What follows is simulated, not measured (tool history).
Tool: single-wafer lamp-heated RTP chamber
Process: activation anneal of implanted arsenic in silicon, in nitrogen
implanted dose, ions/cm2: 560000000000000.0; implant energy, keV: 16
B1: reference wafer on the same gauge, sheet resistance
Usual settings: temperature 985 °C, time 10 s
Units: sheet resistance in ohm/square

run 1 day=0 | temperature=970 time=10 | B1=177.02 | sheet_resistance=218.75
run 2 day=2.525 | temperature=970 time=10 | B1=176.95 | sheet_resistance=219.83
run 3 day=6.467 | temperature=985 time=13 | B1=177.01 | sheet_resistance=215.58
run 4 day=9.154 | temperature=1009 time=10 | B1=176.99 | sheet_resistance=213.74
run 5 day=13.475 | temperature=1009 time=10 | B1=176.98 | sheet_resistance=213.99
run 6 day=17.608 | temperature=1009 time=10 | B1=177.05 | sheet_resistance=213.98
run 7 day=21.492 | temperature=985 time=14 | B1=177 | sheet_resistance=216.06
run 8 day=24.438 | temperature=985 time=15 | B1=177.01 | sheet_resistance=214.76
run 9 day=26.179 | temperature=1015 time=10 | B1=177.01 | sheet_resistance=212.33
run 10 day=32.096 | temperature=964 time=12 | B1=177 | sheet_resistance=219.19
run 11 day=34.992 | temperature=1008 time=14 | B1=176.98 | sheet_resistance=211.68
run 12 day=38 | temperature=1010 time=12 | B1=177.05 | sheet_resistance=213.43
run 13 day=40.658 | temperature=985 time=10 | B1=176.99 | sheet_resistance=218.11
run 14 day=42.821 | temperature=969 time=10 | B1=177.06 | sheet_resistance=219.34

Not shown: 8 entries that the log had between the listed runs. Between which runs, and how does the tool's hidden state differ before and after?
Between runs 1 and 2: pyrometer window cleaned and pyrometer calibrated (day 0.621)
  true wafer temperature minus pyrometer reading, K: 11.1 -> 3.1
  measured less the result without the state, sheet resistance: -1.43 -> -0.43 ohm/square
Between runs 4 and 5: pyrometer window cleaned and pyrometer calibrated (day 10.196)
  true wafer temperature minus pyrometer reading, K: 12 -> 5.22
  measured less the result without the state, sheet resistance: -1.94 -> -0.82 ohm/square
Between runs 5 and 6: reflector plate cleaned (day 14.596); gauge calibrated (day 16.362)
  true wafer temperature minus pyrometer reading, K: 5.22 -> 10.8
  measured less the result without the state, sheet resistance: -0.82 -> -1.73 ohm/square
Between runs 6 and 7: pyrometer window cleaned and pyrometer calibrated (day 20.121)
  true wafer temperature minus pyrometer reading, K: 10.8 -> 3.01
  measured less the result without the state, sheet resistance: -1.73 -> -0.39 ohm/square
Between runs 9 and 10: pyrometer window cleaned and pyrometer calibrated (day 29.279)
  true wafer temperature minus pyrometer reading, K: 9.3 -> 4.61
  measured less the result without the state, sheet resistance: -1.56 -> -0.72 ohm/square
Between runs 11 and 12: pyrometer window cleaned and pyrometer calibrated (day 37.775)
  true wafer temperature minus pyrometer reading, K: 8.5 -> 0.728
  measured less the result without the state, sheet resistance: -1.5 -> -0.12 ohm/square
Between runs 13 and 14: reflector plate cleaned (day 42.8)
  true wafer temperature minus pyrometer reading, K: 4.29 -> 7.2
  measured less the result without the state, sheet resistance: -0.52 -> -0.99 ohm/square

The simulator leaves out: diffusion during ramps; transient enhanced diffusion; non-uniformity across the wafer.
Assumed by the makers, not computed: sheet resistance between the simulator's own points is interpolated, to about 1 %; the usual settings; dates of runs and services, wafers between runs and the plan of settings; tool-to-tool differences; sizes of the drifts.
